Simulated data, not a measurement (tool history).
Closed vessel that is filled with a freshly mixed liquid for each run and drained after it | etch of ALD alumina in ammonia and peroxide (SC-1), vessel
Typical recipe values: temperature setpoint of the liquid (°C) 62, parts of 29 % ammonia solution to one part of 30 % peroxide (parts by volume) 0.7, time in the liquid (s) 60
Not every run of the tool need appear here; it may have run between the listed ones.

run     day  temperature setpoint of the liquid (°C)  parts of 29 % ammonia solution to one part of 30 % peroxide (parts by volume)  time in the liquid (s)  wafers since the last listed run  hours since the thermometer was replaced  hours since the ammonia flow meter was replaced  hours since the drum of ammonia solution was connected  hours since the gauge calibration  read-back film thickness of the ALD alumina reference wafer, read on the same gauge (nm)  thickness taken off the ALD alumina on a monitor wafer (angstrom)
  1       0                                       62                                                                            0.7                      60                                 0                                    2197.3                                           1980.7                                                   426.9                              603.5                                                                                     80.01                                                               74.5
  2   1.338                                       62                                                                            0.7                      60                              4391                                    2229.4                                           2012.8                                                     459                              635.6                                                                                        80                                                               74.8
  3   2.204                                       58                                                                            0.7                      60                              2845                                    2250.2                                           2033.6                                                   479.8                              656.4                                                                                        80                                                               60.8
      2.783  -- gauge calibrated
  4   3.696                                       58                                                                            0.7                      60                              4897                                      2286                                           2069.4                                                   515.6                               21.9                                                                                     79.98                                                               60.9
  5   4.258                                       56                                                                            0.7                      60                              1846                                    2299.5                                           2082.9                                                   529.1                               35.4                                                                                        80                                                               54.8
        4.4  -- new drum of ammonia solution connected
  6   5.621                                       62                                                                            0.7                      60                              4337                                    2332.2                                           2115.6                                                    29.3                               68.1                                                                                        80                                                               75.9
  7   6.629                                       62                                                                            0.7                      60                              3310                                    2356.4                                           2139.8                                                    53.5                               92.3                                                                                        80                                                               75.5
  8   8.121                                       62                                                                            0.7                      60                              4897                                    2392.2                                           2175.6                                                    89.3                              128.1                                                                                        80                                                               75.8
  9   9.262                                       62                                                                            0.7                      55                              3748                                    2419.6                                             2203                                                   116.7                              155.5                                                                                        80                                                               69.1
 10  10.117                                       62                                                                           0.55                      85                              2804                                    2440.1                                           2223.5                                                   137.2                                176                                                                                     79.98                                                              104.2
 11  11.533                                       70                                                                           0.35                      85                              4651                                    2474.1                                           2257.5                                                   171.2                                210                                                                                        80                                                              148.1
 12  12.692                                       62                                                                            0.7                      60                              3803                                    2501.9                                           2285.3                                                     199                              237.8                                                                                        80                                                               75.4
 13  14.033                                       62                                                                            0.7                      60                              4405                                    2534.1                                           2317.5                                                   231.2                                270                                                                                     79.99                                                               75.8
 14  15.346                                       70                                                                           0.55                      85                              4309                                    2565.6                                             2349                                                   262.7                              301.5                                                                                        80                                                              154.6
 15  16.158                                       62                                                                              1                      60                              2667                                    2585.1                                           2368.5                                                   282.2                                321                                                                                     79.99                                                                 78
 16    17.1                                       58                                                                            0.7                      60                              3091                                    2607.7                                           2391.1                                                   304.8                              343.6                                                                                     79.99                                                               60.9
 17  17.838                                     67.5                                                                            0.4                      50                              2421                                    2625.4                                           2408.8                                                   322.5                              361.3                                                                                     79.99                                                               77.9
     17.979  -- thermometer replaced
 18  20.296                                       66                                                                           0.95                      35                              7935                                      55.6                                           2467.8                                                   381.5                              420.3                                                                                     80.01                                                               55.1
 19  21.746                                       62                                                                            0.7                      60                              4761                                      90.4                                           2502.6                                                   416.3                              455.1                                                                                        80                                                               74.6

Run 20 comes next. What will it give?
      22.05  -- ammonia flow meter replaced
 20  22.754                                       70                                                                            0.7                      60                              3174                                     114.6                                             16.9                                                   440.5                              479.3                                                                                         ?                                                                  ?

read-back film thickness of the ALD alumina reference wafer, read on the same gauge (nm): 79.99
thickness taken off the ALD alumina on a monitor wafer (angstrom): 111.7
With the hidden condition absent and the run-to-run variation left alone, this run would have shown thickness taken off the ALD alumina on a monitor wafer (angstrom) 112.8.

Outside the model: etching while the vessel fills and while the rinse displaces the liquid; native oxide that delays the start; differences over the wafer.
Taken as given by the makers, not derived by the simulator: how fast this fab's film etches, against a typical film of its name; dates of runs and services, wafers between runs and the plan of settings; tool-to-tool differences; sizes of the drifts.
